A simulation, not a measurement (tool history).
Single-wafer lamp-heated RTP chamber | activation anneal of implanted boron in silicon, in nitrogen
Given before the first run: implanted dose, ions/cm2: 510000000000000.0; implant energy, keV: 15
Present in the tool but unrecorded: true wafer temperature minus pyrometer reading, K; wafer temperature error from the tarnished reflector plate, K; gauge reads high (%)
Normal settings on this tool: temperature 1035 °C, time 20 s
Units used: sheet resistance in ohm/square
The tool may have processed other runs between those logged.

run	hour	temperature	time	wafers since the last listed run	wafers since the last pyrometer calibration	wafers since the reflector plate was cleaned	hours since the gauge calibration	read-back reference wafer on the same gauge, sheet resistance	sheet resistance
1	0.0	1059	20	0	819	4105	183.1	232.53	231.78
2	24.3	1035	15	327	1147	4433	207.4	232.34	233.89
3	85.1	1035	15	819	1966	5253	268.2	232.19	234.18
4	153.0	1035	15	915	2882	6168	336.1	232.24	232.96
5	206.5	1035	20	721	3603	6889	389.6	232.10	232.91
# hour 221.2: pyrometer window cleaned and pyrometer calibrated
6	292.2	1022	20	1047	957	7937	475.3	231.77	234.22
7	327.6	1022	20	477	1434	8414	510.7	231.59	232.62
# hour 369.8: reflector plate cleaned
8	406.2	1022	20	951	2386	491	589.3	231.24	233.64
9	450.1	1024	20	591	2978	1083	633.2	231.02	232.72
# hour 471.7: pyrometer window cleaned and pyrometer calibrated
10	521.7	1035	20	857	674	1940	704.8	230.71	231.19
11	593.3	1035	27	965	1639	2906	776.4	230.41	230.05
12	623.9	1059	25	412	2052	3318	807.0	230.23	228.33
# hour 633.0: gauge calibrated
13	683.7	1054	11	806	2858	4125	50.7	233.25	234.58
14	747.0	1035	20	853	3711	4978	114.0	233.15	234.36
# hour 760.5: pyrometer window cleaned and pyrometer calibrated
15	801.3	1058	25	624	550	5602	168.3	233.11	230.82
16	953.2	1035	20	2048	2598	7651	320.2	232.80	233.07
# hour 979.1: reflector plate cleaned
17	979.6	1035	11	248	2846	6	346.6	232.64	234.95
18	1011.5	1017	29	430	3276	436	378.5	232.61	234.56
# hour 1029.1: pyrometer window cleaned and pyrometer calibrated
19	1035.7	1035	9	218	89	654	402.7	232.29	234.92
20	1087.2	1035	20	694	783	1349	454.2	232.31	232.91

The logged runs with the hidden state left out (each run's random variation unchanged):
run	sheet resistance
1	232.29
2	234.44
3	234.85
4	233.79
5	233.88
6	235.49
7	234.01
8	235.37
9	234.65
10	233.48
11	232.74
12	231.18
13	234.44
14	234.26
15	230.78
16	233.32
17	235.26
18	234.96
19	235.39
20	233.55
